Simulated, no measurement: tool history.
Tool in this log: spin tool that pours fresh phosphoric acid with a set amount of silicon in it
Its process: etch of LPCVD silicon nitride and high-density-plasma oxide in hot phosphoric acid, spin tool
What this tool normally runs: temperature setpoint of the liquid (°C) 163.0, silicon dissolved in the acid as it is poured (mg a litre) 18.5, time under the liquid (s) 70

| run | day | temperature setpoint of the liquid (°C) | silicon dissolved in the acid as it is poured (mg a litre) | time under the liquid (s) | read-back film thickness of the LPCVD silicon nitride reference wafer, read on the same gauge (nm) | read-back film thickness of the high-density-plasma oxide reference wafer, read on the same gauge (nm) | thickness taken off the LPCVD silicon nitride on a monitor wafer (nm) | thickness taken off the high-density-plasma oxide on a monitor wafer (nm) |
|---|---|---|---|---|---|---|---|---|
| 1 | 0.000 | 163.0 | 18.5 | 70 | 130.00 | 69.966 | 6.51 | 0.172 |
| 2 | 3.333 | 163.0 | 18.5 | 70 | 130.00 | 69.991 | 6.47 | 0.165 |
| 3 | 5.254 | 163.0 | 18.5 | 70 | 129.99 | 70.000 | 6.51 | 0.208 |
|  | 7.183 | gauge calibrated |
| 4 | 9.579 | 163.0 | 18.5 | 70 | 130.02 | 70.035 | 6.46 | 0.168 |
| 5 | 12.492 | 163.0 | 18.5 | 70 | 130.02 | 69.997 | 6.44 | 0.163 |
| 6 | 14.725 | 163.0 | 18.5 | 70 | 130.02 | 70.012 | 6.30 | 0.148 |
| 7 | 16.538 | 163.0 | 18.5 | 70 | 129.99 | 69.988 | 6.41 | 0.145 |
|  | 16.921 | dissolved silicon flow meter replaced |
| 8 | 19.188 | 163.0 | 18.5 | 70 | 129.99 | 70.015 | 6.29 | 0.130 |
| 9 | 20.817 | 163.0 | 18.5 | 70 | 129.98 | 69.990 | 6.28 | 0.184 |
| 10 | 22.858 | 161.5 | 26.5 | 35 | 129.99 | 70.026 | 2.97 | 0.064 |
| 11 | 25.058 | 163.0 | 12.5 | 70 | 129.98 | 70.030 | 6.17 | 0.236 |
| 12 | 28.196 | 164.5 | 24.5 | 85 | 129.97 | 69.972 | 7.89 | 0.166 |

What does the tool deliver on the next run?
| 13 | 32.167 | 163.0 | 18.5 | 70 | ? | ? | ? | ? |

{"run 13": {"read-back film thickness of the LPCVD silicon nitride reference wafer, read on the same gauge (nm)": 130.03, "read-back film thickness of the high-density-plasma oxide reference wafer, read on the same gauge (nm)": 70.01, "thickness taken off the LPCVD silicon nitride on a monitor wafer (nm)": 6.1, "thickness taken off the high-density-plasma oxide on a monitor wafer (nm)": 0.155}}
With the hidden condition absent and the run-to-run variation left alone, this run would have shown thickness taken off the LPCVD silicon nitride on a monitor wafer (nm) 6.88, thickness taken off the high-density-plasma oxide on a monitor wafer (nm) 0.202.
